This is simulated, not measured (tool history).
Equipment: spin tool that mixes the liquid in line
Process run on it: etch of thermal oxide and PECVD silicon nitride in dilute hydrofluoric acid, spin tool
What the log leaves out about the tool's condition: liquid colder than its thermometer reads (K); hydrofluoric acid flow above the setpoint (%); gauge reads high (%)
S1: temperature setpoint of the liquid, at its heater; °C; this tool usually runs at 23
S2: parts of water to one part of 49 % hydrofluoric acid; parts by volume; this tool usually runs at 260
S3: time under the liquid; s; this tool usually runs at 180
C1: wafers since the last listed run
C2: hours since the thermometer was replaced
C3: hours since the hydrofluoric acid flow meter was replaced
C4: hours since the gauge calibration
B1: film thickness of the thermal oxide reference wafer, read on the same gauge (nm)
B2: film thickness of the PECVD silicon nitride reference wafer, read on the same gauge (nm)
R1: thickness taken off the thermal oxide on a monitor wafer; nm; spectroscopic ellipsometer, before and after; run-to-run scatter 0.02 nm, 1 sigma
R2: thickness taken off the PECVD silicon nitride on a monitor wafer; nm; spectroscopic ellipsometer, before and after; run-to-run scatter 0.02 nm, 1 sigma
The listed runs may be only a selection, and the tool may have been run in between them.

run 1 hour=0 | S1=23 S2=260 S3=220 | C1=0 C2=1003.9 C3=2056.1 C4=65.6 | B1=149.944 B2=150.026 | R1=2.814 R2=3.838
run 2 hour=15 | S1=21 S2=260 S3=205 | C1=120 C2=1018.9 C3=2071.1 C4=80.6 | B1=150.047 B2=150.024 | R1=2.423 R2=3.123
run 3 hour=25.8 | S1=25.5 S2=260 S3=265 | C1=86 C2=1029.7 C3=2081.9 C4=91.4 | B1=150.043 B2=150.014 | R1=3.716 R2=5.358
run 4 hour=40.8 | S1=21.5 S2=260 S3=255 | C1=120 C2=1044.7 C3=2096.9 C4=106.4 | B1=150.038 B2=149.997 | R1=3.104 R2=3.998
run 5 hour=47.1 | S1=21.5 S2=260 S3=255 | C1=50 C2=1051 C3=2103.2 C4=112.7 | B1=149.966 B2=150.003 | R1=3.044 R2=3.995
run 6 hour=76.3 | S1=20.5 S2=260 S3=105 | C1=234 C2=1080.2 C3=2132.4 C4=141.9 | B1=149.961 B2=149.998 | R1=1.221 R2=1.526
run 7 hour=87.4 | S1=20.5 S2=260 S3=105 | C1=89 C2=1091.3 C3=2143.5 C4=153 | B1=149.964 B2=150.005 | R1=1.236 R2=1.521
run 8 hour=103.1 | S1=23 S2=260 S3=180 | C1=126 C2=1107 C3=2159.2 C4=168.7 | B1=150.036 B2=149.993 | R1=2.274 R2=3.064
-- hour=114.8 thermometer replaced
run 9 hour=118.7 | S1=23 S2=260 S3=180 | C1=117 C2=3.9 C3=2174.8 C4=184.3 | B1=150.023 B2=149.988 | R1=2.5 R2=3.595
run 10 hour=129.7 | S1=23 S2=260 S3=180 | C1=88 C2=14.9 C3=2185.8 C4=195.3 | B1=149.949 B2=149.986 | R1=2.48 R2=3.549
run 11 hour=142.7 | S1=20 S2=260 S3=90 | C1=104 C2=27.9 C3=2198.8 C4=208.3 | B1=149.99 B2=150.024 | R1=1.116 R2=1.464
run 12 hour=150.3 | S1=25.5 S2=260 S3=265 | C1=61 C2=35.5 C3=2206.4 C4=215.9 | B1=150.005 B2=150.012 | R1=3.947 R2=6.11
run 13 hour=163.7 | S1=23 S2=260 S3=180 | C1=107 C2=48.9 C3=2219.8 C4=229.3 | B1=149.99 B2=150.001 | R1=2.491 R2=3.53
run 14 hour=174.5 | S1=24.5 S2=195 S3=110 | C1=86 C2=59.7 C3=2230.6 C4=240.1 | B1=150.017 B2=150 | R1=2.251 R2=3.15
run 15 hour=187.4 | S1=18.5 S2=210 S3=110 | C1=103 C2=72.6 C3=2243.5 C4=253 | B1=150.019 B2=149.969 | R1=1.654 R2=1.96
-- hour=195.5 hydrofluoric acid flow meter replaced
run 16 hour=196 | S1=26.5 S2=385 S3=265 | C1=61 C2=81.2 C3=0.5 C4=261.6 | B1=150.042 B2=150.011 | R1=2.474 R2=4.315
run 17 hour=205.7 | S1=23 S2=175 S3=180 | C1=77 C2=90.9 C3=10.2 C4=271.3 | B1=150.014 B2=150.011 | R1=4.031 R2=5.118
-- hour=206.7 gauge calibrated
run 18 hour=220.9 | S1=23 S2=260 S3=180 | C1=122 C2=106.1 C3=25.4 C4=14.2 | B1=150.007 B2=149.971 | R1=2.481 R2=3.494
run 19 hour=237.6 | S1=23 S2=175 S3=210 | C1=134 C2=122.8 C3=42.1 C4=30.9 | B1=149.969 B2=150.011 | R1=4.627 R2=6.057
run 20 hour=244.1 | S1=23 S2=260 S3=210 | C1=52 C2=129.3 C3=48.6 C4=37.4 | B1=150.05 B2=149.963 | R1=2.925 R2=4.067
run 21 hour=261.7 | S1=23 S2=260 S3=180 | C1=141 C2=146.9 C3=66.2 C4=55 | B1=150.002 B2=150.006 | R1=2.467 R2=3.453
run 22 hour=274.1 | S1=23 S2=260 S3=180 | C1=99 C2=159.3 C3=78.6 C4=67.4 | B1=150.002 B2=149.987 | R1=2.448 R2=3.478
run 23 hour=322.9 | S1=23 S2=200 S3=180 | C1=392 C2=208.1 C3=127.4 C4=116.2 | B1=149.966 B2=150.003 | R1=3.398 R2=4.466
run 24 hour=333.2 | S1=23 S2=130 S3=125 | C1=82 C2=218.4 C3=137.7 C4=126.5 | B1=150.046 B2=149.989 | R1=3.943 R2=4.696

Predict the results of run 25:
run 25 hour=344.7 | S1=23 S2=260 S3=180 | C1=92 C2=229.9 C3=149.2 C4=138 | B1=? B2=? | R1=? R2=?

B1: 150.003
B2: 149.997
R1: 2.42 nm
R2: 3.428 nm
Had the tool carried no hidden state, the very same run would have given R1 2.485 nm, R2 3.591 nm.

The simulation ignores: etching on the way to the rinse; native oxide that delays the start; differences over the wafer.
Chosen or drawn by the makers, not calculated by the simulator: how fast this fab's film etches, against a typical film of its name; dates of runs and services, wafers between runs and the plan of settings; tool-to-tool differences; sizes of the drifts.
